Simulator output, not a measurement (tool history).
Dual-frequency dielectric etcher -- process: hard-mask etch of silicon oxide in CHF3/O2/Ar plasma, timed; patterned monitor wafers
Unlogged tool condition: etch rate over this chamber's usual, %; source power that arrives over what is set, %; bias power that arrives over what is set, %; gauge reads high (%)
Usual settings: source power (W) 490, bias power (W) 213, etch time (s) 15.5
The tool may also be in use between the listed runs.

run	hour	source power (W)	bias power (W)	etch time (s)	wafers since the last listed run	hours since the last wet clean	hours since the last source power generator calibration	hours since the last bias power generator calibration	hours since the last upper electrode change	hours since the gauge calibration	read-back reference wafer on the same gauge, depth_nm	mean etch depth across the wafer (nm)
1	0.0	490	213	13.5	0	349.2	4676.0	2096.5	4851.3	90.4	24.69	26.19
2	12.8	550	213	17.0	227	362.0	4688.8	2109.3	4864.1	103.2	24.72	34.20
3	18.9	550	213	17.0	108	368.1	4694.9	2115.4	4870.2	109.3	24.71	34.11
4	28.2	550	213	17.0	165	377.4	4704.2	2124.7	4879.5	118.6	24.72	34.27
5	37.6	490	174	15.5	167	386.8	4713.6	2134.1	4888.9	128.0	24.70	27.60
# hour 63.5: upper electrode replaced
6	64.0	490	174	15.5	42	413.2	4740.0	2160.5	0.5	154.4	24.72	27.70
7	66.6	490	174	15.5	46	415.8	4742.6	2163.1	3.1	157.0	24.70	27.72
# hour 93.3: gauge calibrated
# hour 100.1: wet clean of the chamber
# hour 102.5: bias power generator calibrated
8	103.0	490	213	15.5	176	2.9	4779.0	0.5	39.5	9.7	24.70	30.93
9	103.4	490	213	19.0	7	3.3	4779.4	0.9	39.9	10.1	24.67	37.68
10	103.7	460	183	15.5	5	3.6	4779.7	1.2	40.2	10.4	24.71	28.40
11	116.3	490	213	15.5	224	16.2	4792.3	13.8	52.8	23.0	24.70	30.83
# hour 140.4: wet clean of the chamber, repeated, since the last time left the tool worse
# hour 142.8: source power generator calibrated
12	143.3	490	174	15.5	11	2.9	0.5	40.8	79.8	50.0	24.70	26.84
13	143.6	600	162	15.5	5	3.2	0.8	41.1	80.1	50.3	24.69	27.76
14	154.0	410	190	13.5	185	13.6	11.2	51.5	90.5	60.7	24.70	22.84
15	166.9	490	213	17.0	229	26.5	24.1	64.4	103.4	73.6	24.70	31.78
16	192.3	580	192	11.0	452	51.9	49.5	89.8	128.8	99.0	24.71	20.94

Alternative continuations, all from the tool just after run 16; predict every row:
A	192.7	490	237	15.5	7	52.3	49.9	90.2	129.2	99.4	?	?
B	192.7	420	238	14.0	7	52.3	49.9	90.2	129.2	99.4	?	?
C	192.7	400	263	13.5	7	52.3	49.9	90.2	129.2	99.4	?	?
D	192.7	370	213	15.5	7	52.3	49.9	90.2	129.2	99.4	?	?

run	read-back reference wafer on the same gauge, depth_nm	mean etch depth across the wafer (nm)
A	24.70	30.59
B	24.70	26.35
C	24.70	26.08
D	24.70	26.76
Stripped of hidden state, with their random variation kept, the same runs would have yielded:
run	mean etch depth across the wafer (nm)
A	30.35
B	26.13
C	25.87
D	26.55
